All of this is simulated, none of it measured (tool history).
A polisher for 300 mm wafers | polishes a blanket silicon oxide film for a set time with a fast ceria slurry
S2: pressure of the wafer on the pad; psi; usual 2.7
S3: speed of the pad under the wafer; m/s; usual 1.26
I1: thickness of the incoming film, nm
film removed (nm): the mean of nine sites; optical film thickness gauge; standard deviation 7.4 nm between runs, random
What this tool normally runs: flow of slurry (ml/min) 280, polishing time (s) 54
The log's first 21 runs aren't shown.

run 22 day=12.075 | flow_of_slurry_(ml/min)=220 S2=3.3 S3=1.26 polishing_time_(s)=54 | I1=3964.1 | film_removed_(nm)=944.4
run 23 day=12.438 | flow_of_slurry_(ml/min)=280 S2=2.7 S3=1.26 polishing_time_(s)=54 | I1=3915.4 | film_removed_(nm)=796.3
run 24 day=13.096 | flow_of_slurry_(ml/min)=280 S2=2.7 S3=1.26 polishing_time_(s)=54 | I1=3981.1 | film_removed_(nm)=802.5
run 25 day=13.417 | flow_of_slurry_(ml/min)=280 S2=2.7 S3=1.26 polishing_time_(s)=59 | I1=3946.0 | film_removed_(nm)=863.4
run 26 day=13.875 | flow_of_slurry_(ml/min)=220 S2=3.3 S3=1.00 polishing_time_(s)=63 | I1=3855.2 | film_removed_(nm)=856.3
run 27 day=14.300 | flow_of_slurry_(ml/min)=280 S2=2.7 S3=1.12 polishing_time_(s)=54 | I1=3934.5 | film_removed_(nm)=703.0
-- day=14.654 worn pad replaced by a new one
run 28 day=14.796 | flow_of_slurry_(ml/min)=280 S2=2.7 S3=1.26 polishing_time_(s)=54 | I1=3964.4 | film_removed_(nm)=841.2
run 29 day=15.425 | flow_of_slurry_(ml/min)=215 S2=3.2 S3=1.68 polishing_time_(s)=68 | I1=3925.4 | film_removed_(nm)=1566.9
run 30 day=16.012 | flow_of_slurry_(ml/min)=280 S2=2.7 S3=1.26 polishing_time_(s)=54 | I1=3861.3 | film_removed_(nm)=812.0
run 31 day=16.554 | flow_of_slurry_(ml/min)=280 S2=2.7 S3=1.44 polishing_time_(s)=67 | I1=3945.6 | film_removed_(nm)=1127.5
run 32 day=17.104 | flow_of_slurry_(ml/min)=350 S2=2.4 S3=1.00 polishing_time_(s)=46 | I1=3891.6 | film_removed_(nm)=485.6
run 33 day=17.754 | flow_of_slurry_(ml/min)=280 S2=2.7 S3=1.26 polishing_time_(s)=38 | I1=3885.6 | film_removed_(nm)=553.5
run 34 day=18.454 | flow_of_slurry_(ml/min)=280 S2=2.7 S3=1.00 polishing_time_(s)=63 | I1=3894.9 | film_removed_(nm)=726.3

Alternative continuations, all from the tool just after run 34; predict every row:
run A day=18.471 | flow_of_slurry_(ml/min)=280 S2=1.8 S3=1.26 polishing_time_(s)=54 | I1=3947.5 | film_removed_(nm)=?
run B day=18.471 | flow_of_slurry_(ml/min)=280 S2=2.3 S3=1.26 polishing_time_(s)=54 | I1=3947.5 | film_removed_(nm)=?
run C day=18.471 | flow_of_slurry_(ml/min)=280 S2=3.0 S3=0.86 polishing_time_(s)=54 | I1=3947.5 | film_removed_(nm)=?
run D day=18.471 | flow_of_slurry_(ml/min)=180 S2=1.9 S3=1.26 polishing_time_(s)=54 | I1=3947.5 | film_removed_(nm)=?
run E day=18.471 | flow_of_slurry_(ml/min)=190 S2=2.7 S3=1.26 polishing_time_(s)=54 | I1=3947.5 | film_removed_(nm)=?

run=A film_removed_(nm)=524.4
run=B film_removed_(nm)=670.1
run=C film_removed_(nm)=596.5
run=D film_removed_(nm)=520.8
run=E film_removed_(nm)=747.0
Without the tool's unlogged condition, the same runs would have read:
run=A film_removed_(nm)=581.8
run=B film_removed_(nm)=743.4
run=C film_removed_(nm)=661.8
run=D film_removed_(nm)=577.8
run=E film_removed_(nm)=828.8
